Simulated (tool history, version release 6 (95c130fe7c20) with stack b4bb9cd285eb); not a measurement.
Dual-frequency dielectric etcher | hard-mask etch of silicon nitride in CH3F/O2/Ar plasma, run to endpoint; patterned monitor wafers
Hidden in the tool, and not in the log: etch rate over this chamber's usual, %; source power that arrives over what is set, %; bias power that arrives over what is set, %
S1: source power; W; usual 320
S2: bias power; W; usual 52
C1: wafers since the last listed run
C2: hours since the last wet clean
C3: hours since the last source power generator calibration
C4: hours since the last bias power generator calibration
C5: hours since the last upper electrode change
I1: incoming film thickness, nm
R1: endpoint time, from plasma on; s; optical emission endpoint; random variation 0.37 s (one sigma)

run 1 hour=0 | S1=320 S2=52 | C1=0 C2=420.4 C3=1174.6 C4=1969.2 C5=3631.3 | I1=53.9 | R1=96
-- hour=46.3 wet clean of the chamber
run 2 hour=64.8 | S1=320 S2=52 | C1=303 C2=18.5 C3=1239.4 C4=2034 C5=3696.1 | I1=54.7 | R1=92.2
run 3 hour=89.8 | S1=280 S2=52 | C1=185 C2=43.5 C3=1264.4 C4=2059 C5=3721.1 | I1=54.5 | R1=97.2
run 4 hour=115.5 | S1=280 S2=52 | C1=191 C2=69.2 C3=1290.1 C4=2084.7 C5=3746.8 | I1=54.3 | R1=97.5
run 5 hour=186.5 | S1=320 S2=52 | C1=527 C2=140.2 C3=1361.1 C4=2155.7 C5=3817.8 | I1=55.1 | R1=95.6
run 6 hour=235.5 | S1=270 S2=61 | C1=364 C2=189.2 C3=1410.1 C4=2204.7 C5=3866.8 | I1=54.5 | R1=94.5
run 7 hour=288.3 | S1=270 S2=61 | C1=392 C2=242 C3=1462.9 C4=2257.5 C5=3919.6 | I1=54.2 | R1=94.9
run 8 hour=383.1 | S1=320 S2=52 | C1=704 C2=336.8 C3=1557.7 C4=2352.3 C5=4014.4 | I1=54.8 | R1=97.2
-- hour=454 wet clean of the chamber
run 9 hour=454.5 | S1=280 S2=55 | C1=352 C2=0.5 C3=1629.1 C4=2423.7 C5=4085.8 | I1=54.9 | R1=95.7
run 10 hour=511 | S1=280 S2=55 | C1=420 C2=57 C3=1685.6 C4=2480.2 C5=4142.3 | I1=54.2 | R1=95
-- hour=533.9 bias power generator calibrated
run 11 hour=579.5 | S1=320 S2=56 | C1=479 C2=125.5 C3=1754.1 C4=45.6 C5=4210.8 | I1=54.9 | R1=91.7
run 12 hour=613.8 | S1=320 S2=56 | C1=255 C2=159.8 C3=1788.4 C4=79.9 C5=4245.1 | I1=54.5 | R1=92.1
run 13 hour=671.4 | S1=320 S2=52 | C1=428 C2=217.4 C3=1846 C4=137.5 C5=4302.7 | I1=54.4 | R1=94.6
run 14 hour=714 | S1=360 S2=48 | C1=316 C2=260 C3=1888.6 C4=180.1 C5=4345.3 | I1=54.2 | R1=93.1
run 15 hour=740.3 | S1=390 S2=48 | C1=195 C2=286.3 C3=1914.9 C4=206.4 C5=4371.6 | I1=54.3 | R1=91.3
-- hour=825.5 upper electrode replaced
-- hour=906.2 wet clean of the chamber
run 16 hour=906.7 | S1=320 S2=52 | C1=880 C2=0.5 C3=2081.3 C4=372.8 C5=81.2 | I1=54.4 | R1=92.2
run 17 hour=933.4 | S1=320 S2=46 | C1=198 C2=27.2 C3=2108 C4=399.5 C5=107.9 | I1=54.2 | R1=95.4
-- hour=955.1 source power generator calibrated
run 18 hour=974.4 | S1=320 S2=52 | C1=275 C2=68.2 C3=19.3 C4=440.5 C5=148.9 | I1=54.7 | R1=92.9
run 19 hour=1011.1 | S1=360 S2=60 | C1=272 C2=104.9 C3=56 C4=477.2 C5=185.6 | I1=54.4 | R1=85.4
run 20 hour=1057 | S1=320 S2=52 | C1=341 C2=150.8 C3=101.9 C4=523.1 C5=231.5 | I1=54.2 | R1=93.5
run 21 hour=1115.5 | S1=260 S2=56 | C1=434 C2=209.3 C3=160.4 C4=581.6 C5=290 | I1=54.6 | R1=98.8
run 22 hour=1183.3 | S1=350 S2=48 | C1=504 C2=277.1 C3=228.2 C4=649.4 C5=357.8 | I1=54.5 | R1=94.6
run 23 hour=1257.5 | S1=250 S2=48 | C1=551 C2=351.3 C3=302.4 C4=723.6 C5=432 | I1=54.7 | R1=106.3
run 24 hour=1311.1 | S1=380 S2=56 | C1=398 C2=404.9 C3=356 C4=777.2 C5=485.6 | I1=54.1 | R1=87.9
-- hour=1343.3 wet clean of the chamber
run 25 hour=1343.8 | S1=380 S2=41 | C1=64 C2=0.5 C3=388.7 C4=809.9 C5=518.3 | I1=54.6 | R1=94.5
run 26 hour=1385.2 | S1=250 S2=42 | C1=307 C2=41.9 C3=430.1 C4=851.3 C5=559.7 | I1=54 | R1=106.6

How the hidden state differs across the entries between the runs, from the last listed run before each to the first after it:
Between runs 1 and 2: wet clean of the chamber (hour 46.3)
  etch rate over this chamber's usual, %: -4.32 -> 0.0093
  measured less the result without the state, R1: +4.2 -> +0 s
Between runs 8 and 9: wet clean of the chamber (hour 454)
  etch rate over this chamber's usual, %: -3.26 -> 0.053
  measured less the result without the state, R1: +3.1 -> +0 s
Between runs 10 and 11: bias power generator calibrated (hour 533.9)
  etch rate over this chamber's usual, %: -0.527 -> -1.23
  measured less the result without the state, R1: +0.5 -> +1.1 s
Between runs 15 and 16: upper electrode replaced (hour 825.5); wet clean of the chamber (hour 906.2)
  etch rate over this chamber's usual, %: -2.88 -> 0.608
  measured less the result without the state, R1: +2.6 -> -0.6 s
Between runs 17 and 18: source power generator calibrated (hour 955.1)
  etch rate over this chamber's usual, %: 0.334 -> -0.0869
  measured less the result without the state, R1: -0.4 -> +0 s
Between runs 24 and 25: wet clean of the chamber (hour 1343.3)
  etch rate over this chamber's usual, %: -3.54 -> 0.17
  measured less the result without the state, R1: +3.1 -> -0.1 s
